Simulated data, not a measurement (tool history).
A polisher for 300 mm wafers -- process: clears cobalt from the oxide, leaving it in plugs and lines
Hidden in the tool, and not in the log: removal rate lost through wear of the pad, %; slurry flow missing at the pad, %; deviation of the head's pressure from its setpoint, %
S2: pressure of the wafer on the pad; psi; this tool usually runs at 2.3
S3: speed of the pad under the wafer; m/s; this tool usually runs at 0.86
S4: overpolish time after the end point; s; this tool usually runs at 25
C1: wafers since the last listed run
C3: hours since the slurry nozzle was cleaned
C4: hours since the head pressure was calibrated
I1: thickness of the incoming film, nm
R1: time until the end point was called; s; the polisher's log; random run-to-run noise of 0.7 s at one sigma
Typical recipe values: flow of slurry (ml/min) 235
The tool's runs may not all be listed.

run 1 hour=0.0 | flow_of_slurry_(ml/min)=235 S2=2.3 S3=0.70 S4=25 | C1=0 wafers_polished_on_this_pad=124 C3=571.2 C4=1008.9 | I1=280.5 | R1=57.4
run 2 hour=7.7 | flow_of_slurry_(ml/min)=235 S2=2.3 S3=0.70 S4=25 | C1=93 wafers_polished_on_this_pad=218 C3=578.9 C4=1016.6 | I1=280.9 | R1=60.2
run 3 hour=25.6 | flow_of_slurry_(ml/min)=235 S2=2.3 S3=0.70 S4=25 | C1=217 wafers_polished_on_this_pad=435 C3=596.8 C4=1034.5 | I1=285.6 | R1=62.8
run 4 hour=34.9 | flow_of_slurry_(ml/min)=235 S2=1.7 S3=0.86 S4=25 | C1=112 wafers_polished_on_this_pad=548 C3=606.1 C4=1043.8 | I1=276.6 | R1=68.7
run 5 hour=46.9 | flow_of_slurry_(ml/min)=235 S2=1.7 S3=0.86 S4=25 | C1=145 wafers_polished_on_this_pad=694 C3=618.1 C4=1055.8 | I1=283.7 | R1=71.6
run 6 hour=53.2 | flow_of_slurry_(ml/min)=235 S2=2.3 S3=0.86 S4=25 | C1=76 wafers_polished_on_this_pad=770 C3=624.4 C4=1062.1 | I1=283.2 | R1=54.5
run 7 hour=70.6 | flow_of_slurry_(ml/min)=235 S2=2.3 S3=0.86 S4=25 | C1=211 wafers_polished_on_this_pad=981 C3=641.8 C4=1079.5 | I1=279.2 | R1=53.6
run 8 hour=80.4 | flow_of_slurry_(ml/min)=235 S2=2.3 S3=0.86 S4=25 | C1=118 wafers_polished_on_this_pad=1100 C3=651.6 C4=1089.3 | I1=277.8 | R1=53.7
run 9 hour=86.9 | flow_of_slurry_(ml/min)=250 S2=1.9 S3=0.86 S4=25 | C1=78 wafers_polished_on_this_pad=1179 C3=658.1 C4=1095.8 | I1=279.4 | R1=62.8
run 10 hour=96.4 | flow_of_slurry_(ml/min)=250 S2=1.9 S3=0.86 S4=25 | C1=115 wafers_polished_on_this_pad=1295 C3=667.6 C4=1105.3 | I1=284.0 | R1=65.4
-- hour=109.2 worn pad replaced by a new one, of another model than before
run 11 hour=109.7 | flow_of_slurry_(ml/min)=165 S2=2.7 S3=0.58 S4=38 | C1=112 wafers_polished_on_this_pad=6 C3=680.9 C4=1118.6 | I1=279.1 | R1=61.9
run 12 hour=126.3 | flow_of_slurry_(ml/min)=270 S2=1.9 S3=0.86 S4=25 | C1=201 wafers_polished_on_this_pad=207 C3=697.5 C4=1135.2 | I1=282.0 | R1=56.6
run 13 hour=137.9 | flow_of_slurry_(ml/min)=295 S2=2.8 S3=0.70 S4=37 | C1=140 wafers_polished_on_this_pad=348 C3=709.1 C4=1146.8 | I1=278.8 | R1=50.0
-- hour=139.9 slurry nozzle cleaned
run 14 hour=153.8 | flow_of_slurry_(ml/min)=235 S2=2.1 S3=0.86 S4=25 | C1=180 wafers_polished_on_this_pad=529 C3=13.9 C4=1162.7 | I1=275.3 | R1=55.3
run 15 hour=164.2 | flow_of_slurry_(ml/min)=235 S2=2.3 S3=0.86 S4=25 | C1=126 wafers_polished_on_this_pad=655 C3=24.3 C4=1173.1 | I1=273.7 | R1=52.5
-- hour=166.6 head pressure recalibrated
run 16 hour=174.4 | flow_of_slurry_(ml/min)=280 S2=2.3 S3=0.86 S4=35 | C1=99 wafers_polished_on_this_pad=755 C3=34.5 C4=7.8 | I1=282.6 | R1=51.9
run 17 hour=186.4 | flow_of_slurry_(ml/min)=235 S2=3.0 S3=0.86 S4=29 | C1=145 wafers_polished_on_this_pad=900 C3=46.5 C4=19.8 | I1=275.0 | R1=45.9
run 18 hour=198.7 | flow_of_slurry_(ml/min)=235 S2=2.3 S3=0.86 S4=25 | C1=149 wafers_polished_on_this_pad=1050 C3=58.8 C4=32.1 | I1=279.7 | R1=55.1
run 19 hour=211.1 | flow_of_slurry_(ml/min)=235 S2=2.6 S3=1.00 S4=25 | C1=150 wafers_polished_on_this_pad=1200 C3=71.2 C4=44.5 | I1=284.0 | R1=46.9
run 20 hour=222.1 | flow_of_slurry_(ml/min)=160 S2=2.3 S3=0.68 S4=15 | C1=133 wafers_polished_on_this_pad=1334 C3=82.2 C4=55.5 | I1=277.3 | R1=71.7

What if the next run were any one of these 5? Each begins from the tool's condition after run 20:
run A hour=222.5 | flow_of_slurry_(ml/min)=235 S2=2.9 S3=0.86 S4=25 | C1=4 wafers_polished_on_this_pad=1339 C3=82.6 C4=55.9 | I1=281.1 | R1=?
run B hour=222.5 | flow_of_slurry_(ml/min)=190 S2=1.6 S3=0.76 S4=25 | C1=4 wafers_polished_on_this_pad=1339 C3=82.6 C4=55.9 | I1=281.1 | R1=?
run C hour=222.5 | flow_of_slurry_(ml/min)=175 S2=2.3 S3=0.86 S4=38 | C1=4 wafers_polished_on_this_pad=1339 C3=82.6 C4=55.9 | I1=281.1 | R1=?
run D hour=222.5 | flow_of_slurry_(ml/min)=235 S2=2.3 S3=0.64 S4=36 | C1=4 wafers_polished_on_this_pad=1339 C3=82.6 C4=55.9 | I1=281.1 | R1=?
run E hour=222.5 | flow_of_slurry_(ml/min)=235 S2=2.9 S3=1.04 S4=34 | C1=4 wafers_polished_on_this_pad=1339 C3=82.6 C4=55.9 | I1=281.1 | R1=?

run=A R1=47.6
run=B R1=77.2
run=C R1=59.9
run=D R1=65.8
run=E R1=42.1
The same runs, with their run-to-run variation unchanged, on a tool lacking any hidden condition would have given:
run=A R1=41.3
run=B R1=67.0
run=C R1=52.0
run=D R1=57.1
run=E R1=36.5
